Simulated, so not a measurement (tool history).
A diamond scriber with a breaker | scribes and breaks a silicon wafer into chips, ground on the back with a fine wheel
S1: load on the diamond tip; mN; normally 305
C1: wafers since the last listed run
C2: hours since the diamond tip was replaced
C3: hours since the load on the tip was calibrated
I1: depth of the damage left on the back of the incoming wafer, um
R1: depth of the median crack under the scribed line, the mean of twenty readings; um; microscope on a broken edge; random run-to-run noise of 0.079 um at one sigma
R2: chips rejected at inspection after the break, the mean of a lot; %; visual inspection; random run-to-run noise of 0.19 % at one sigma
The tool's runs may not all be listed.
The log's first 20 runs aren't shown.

{"run": 21, "hour": 319.6, "S1": 244, "C1": 222, "C2": 131.3, "C3": 847.4, "I1": 2.62, "R1": 7.21, "R2": 10.47}
{"run": 22, "hour": 336.4, "S1": 254, "C1": 75, "C2": 148.1, "C3": 864.2, "I1": 2.85, "R1": 7.32, "R2": 11.3}
{"run": 23, "hour": 348.2, "S1": 220, "C1": 53, "C2": 159.9, "C3": 876.0, "I1": 1.93, "R1": 6.8, "R2": 12.35}
{"run": 24, "hour": 359.8, "S1": 213, "C1": 52, "C2": 171.5, "C3": 887.6, "I1": 2.9, "R1": 6.58, "R2": 19.44}
{"run": 25, "hour": 401.8, "S1": 392, "C1": 189, "C2": 213.5, "C3": 929.6, "I1": 2.26, "R1": 8.91, "R2": 2.77}
{"hour": 406.1, "done": "load on the tip recalibrated"}
{"run": 26, "hour": 409.1, "S1": 388, "C1": 23, "C2": 220.8, "C3": 3.0, "I1": 1.93, "R1": 9.43, "R2": 4.43}
{"run": 27, "hour": 424.1, "S1": 252, "C1": 67, "C2": 235.8, "C3": 18.0, "I1": 2.61, "R1": 7.76, "R2": 6.23}
{"run": 28, "hour": 433.8, "S1": 221, "C1": 43, "C2": 245.5, "C3": 27.7, "I1": 2.46, "R1": 7.23, "R2": 9.18}
{"run": 29, "hour": 450.3, "S1": 305, "C1": 74, "C2": 262.0, "C3": 44.2, "I1": 1.87, "R1": 8.36, "R2": 2.13}
{"run": 30, "hour": 498.7, "S1": 364, "C1": 218, "C2": 310.4, "C3": 92.6, "I1": 1.68, "R1": 9.15, "R2": 2.65}
{"run": 31, "hour": 510.6, "S1": 305, "C1": 53, "C2": 322.3, "C3": 104.5, "I1": 2.81, "R1": 8.39, "R2": 3.89}
{"run": 32, "hour": 517.6, "S1": 275, "C1": 31, "C2": 329.3, "C3": 111.5, "I1": 2.13, "R1": 7.95, "R2": 3.7}
{"run": 33, "hour": 527.8, "S1": 354, "C1": 46, "C2": 339.5, "C3": 121.7, "I1": 1.66, "R1": 9.08, "R2": 2.14}
{"run": 34, "hour": 540.3, "S1": 305, "C1": 56, "C2": 352.0, "C3": 134.2, "I1": 1.79, "R1": 8.22, "R2": 2.12}
{"run": 35, "hour": 554.1, "S1": 249, "C1": 62, "C2": 365.8, "C3": 148.0, "I1": 2.05, "R1": 7.58, "R2": 5.12}
{"run": 36, "hour": 563.6, "S1": 305, "C1": 42, "C2": 375.3, "C3": 157.5, "I1": 2.94, "R1": 8.43, "R2": 4.42}
{"run": 37, "hour": 574.7, "S1": 220, "C1": 50, "C2": 386.4, "C3": 168.6, "I1": 2.14, "R1": 7.22, "R2": 9.35}
{"run": 38, "hour": 586.0, "S1": 267, "C1": 51, "C2": 397.7, "C3": 179.9, "I1": 1.64, "R1": 7.94, "R2": 3.15}
{"run": 39, "hour": 592.0, "S1": 242, "C1": 27, "C2": 403.7, "C3": 185.9, "I1": 1.71, "R1": 7.46, "R2": 5.2}
{"run": 40, "hour": 608.2, "S1": 259, "C1": 73, "C2": 419.9, "C3": 202.1, "I1": 2.4, "R1": 7.74, "R2": 6.28}
{"run": 41, "hour": 618.1, "S1": 241, "C1": 44, "C2": 429.8, "C3": 212.0, "I1": 2.92, "R1": 7.52, "R2": 8.67}
{"run": 42, "hour": 664.1, "S1": 305, "C1": 207, "C2": 475.8, "C3": 258.0, "I1": 1.65, "R1": 8.24, "R2": 2.22}
{"run": 43, "hour": 681.6, "S1": 336, "C1": 79, "C2": 493.3, "C3": 275.5, "I1": 2.78, "R1": 8.53, "R2": 4.15}

What if the next run were any one of these 3? Each begins from the tool's condition after run 43:
{"run": "A", "hour": 682.2, "S1": 335, "C1": 2, "C2": 493.9, "C3": 276.1, "I1": 1.68, "R1": "?", "R2": "?"}
{"run": "B", "hour": 682.2, "S1": 368, "C1": 2, "C2": 493.9, "C3": 276.1, "I1": 1.68, "R1": "?", "R2": "?"}
{"run": "C", "hour": 682.2, "S1": 380, "C1": 2, "C2": 493.9, "C3": 276.1, "I1": 1.68, "R1": "?", "R2": "?"}

run=A R1=8.66 R2=1.75
run=B R1=9.07 R2=2.51
run=C R1=9.22 R2=3.00
Stripped of hidden state, with their random variation kept, the same runs would have yielded:
run=A R1=8.91 R2=2.10
run=B R1=9.33 R2=3.44
run=C R1=9.48 R2=4.12
